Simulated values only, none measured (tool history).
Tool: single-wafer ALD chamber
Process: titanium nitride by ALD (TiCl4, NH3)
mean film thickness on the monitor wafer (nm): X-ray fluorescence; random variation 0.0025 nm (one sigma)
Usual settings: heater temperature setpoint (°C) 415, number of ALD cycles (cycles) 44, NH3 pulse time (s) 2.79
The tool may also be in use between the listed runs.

| run | hour | heater temperature setpoint (°C) | number of ALD cycles (cycles) | NH3 pulse time (s) | wafers since the last listed run | hours since the last thermocouple change | hours since the showerhead was replaced | hours since the gauge calibration | read-back reference wafer on the same gauge, thickness_nm | mean film thickness on the monitor wafer (nm) |
|---|---|---|---|---|---|---|---|---|---|---|
| 1 | 0.0 | 415 | 50 | 2.79 | 0 | 2061.0 | 5721.3 | 81.8 | 1.040 | 1.147 |
| 2 | 24.9 | 415 | 50 | 2.79 | 144 | 2085.9 | 5746.2 | 106.7 | 1.040 | 1.142 |
| 3 | 37.1 | 415 | 50 | 2.79 | 70 | 2098.1 | 5758.4 | 118.9 | 1.039 | 1.142 |
| 4 | 52.8 | 415 | 44 | 2.79 | 91 | 2113.8 | 5774.1 | 134.6 | 1.041 | 1.006 |
| 5 | 69.6 | 415 | 44 | 2.79 | 97 | 2130.6 | 5790.9 | 151.4 | 1.040 | 1.007 |
| 6 | 86.2 | 415 | 44 | 2.79 | 96 | 2147.2 | 5807.5 | 168.0 | 1.040 | 1.012 |
| 7 | 102.1 | 424 | 44 | 2.79 | 92 | 2163.1 | 5823.4 | 183.9 | 1.040 | 1.010 |
| 8 | 115.2 | 424 | 44 | 2.79 | 76 | 2176.2 | 5836.5 | 197.0 | 1.040 | 1.009 |
| 9 | 125.3 | 423 | 44 | 3.22 | 58 | 2186.3 | 5846.6 | 207.1 | 1.039 | 1.014 |
| 10 | 135.8 | 423 | 44 | 3.22 | 61 | 2196.8 | 5857.1 | 217.6 | 1.041 | 1.011 |
| 11 | 152.6 | 423 | 44 | 3.22 | 97 | 2213.6 | 5873.9 | 234.4 | 1.040 | 1.014 |
| 12 | 160.1 | 415 | 44 | 2.79 | 43 | 2221.1 | 5881.4 | 241.9 | 1.040 | 1.010 |
| 13 | 174.0 | 415 | 44 | 2.79 | 80 | 2235.0 | 5895.3 | 255.8 | 1.040 | 1.011 |
|  | 204.0 | thermocouple changed; heater temperature recalibrated |
| 14 | 205.4 | 415 | 44 | 2.79 | 136 | 1.4 | 5926.7 | 287.2 | 1.040 | 1.007 |
| 15 | 214.9 | 415 | 44 | 2.79 | 55 | 10.9 | 5936.2 | 296.7 | 1.040 | 1.007 |
| 16 | 227.8 | 425 | 42 | 2.79 | 74 | 23.8 | 5949.1 | 309.6 | 1.040 | 0.960 |
|  | 238.1 | showerhead replaced |
| 17 | 238.6 | 405 | 48 | 2.79 | 16 | 34.6 | 0.5 | 320.4 | 1.040 | 1.096 |
| 18 | 240.6 | 405 | 48 | 2.79 | 11 | 36.6 | 2.5 | 322.4 | 1.040 | 1.094 |
| 19 | 248.8 | 405 | 48 | 2.79 | 47 | 44.8 | 10.7 | 330.6 | 1.040 | 1.099 |
| 20 | 263.7 | 415 | 37 | 2.37 | 86 | 59.7 | 25.6 | 345.5 | 1.040 | 0.845 |
|  | 267.5 | gauge calibrated |
| 21 | 279.6 | 423 | 50 | 1.88 | 92 | 75.6 | 41.5 | 12.1 | 1.039 | 1.130 |
| 22 | 294.4 | 427 | 39 | 3.80 | 86 | 90.4 | 56.3 | 26.9 | 1.040 | 0.897 |
| 23 | 307.9 | 415 | 44 | 2.79 | 78 | 103.9 | 69.8 | 40.4 | 1.040 | 1.006 |
| 24 | 315.0 | 415 | 44 | 2.79 | 41 | 111.0 | 76.9 | 47.5 | 1.040 | 1.010 |
| 25 | 330.5 | 429 | 37 | 3.08 | 90 | 126.5 | 92.4 | 63.0 | 1.040 | 0.845 |
| 26 | 344.3 | 415 | 44 | 2.79 | 80 | 140.3 | 106.2 | 76.8 | 1.040 | 1.008 |
| 27 | 358.6 | 411 | 39 | 1.95 | 83 | 154.6 | 120.5 | 91.1 | 1.040 | 0.881 |
| 28 | 376.6 | 411 | 39 | 1.95 | 104 | 172.6 | 138.5 | 109.1 | 1.040 | 0.880 |
| 29 | 384.1 | 404 | 44 | 3.39 | 43 | 180.1 | 146.0 | 116.6 | 1.040 | 1.010 |
| 30 | 401.2 | 405 | 51 | 2.43 | 99 | 197.2 | 163.1 | 133.7 | 1.040 | 1.160 |
| 31 | 417.4 | 415 | 44 | 3.58 | 94 | 213.4 | 179.3 | 149.9 | 1.040 | 1.013 |
| 32 | 435.3 | 426 | 44 | 2.14 | 104 | 231.3 | 197.2 | 167.8 | 1.040 | 1.001 |
| 33 | 443.5 | 415 | 51 | 3.81 | 47 | 239.5 | 205.4 | 176.0 | 1.040 | 1.176 |
| 34 | 458.2 | 415 | 44 | 2.79 | 85 | 254.2 | 220.1 | 190.7 | 1.039 | 1.009 |
| 35 | 468.9 | 426 | 37 | 3.51 | 62 | 264.9 | 230.8 | 201.4 | 1.041 | 0.853 |
| 36 | 481.4 | 421 | 44 | 2.79 | 72 | 277.4 | 243.3 | 213.9 | 1.040 | 1.010 |
| 37 | 489.9 | 426 | 39 | 3.28 | 49 | 285.9 | 251.8 | 222.4 | 1.040 | 0.900 |
| 38 | 525.0 | 415 | 40 | 2.42 | 204 | 321.0 | 286.9 | 257.5 | 1.040 | 0.910 |

The tool's hidden state at each run:
wafer temperature above the value expected at the setpoint (K): 0 in every run
gauge reads high (%): 0 in every run
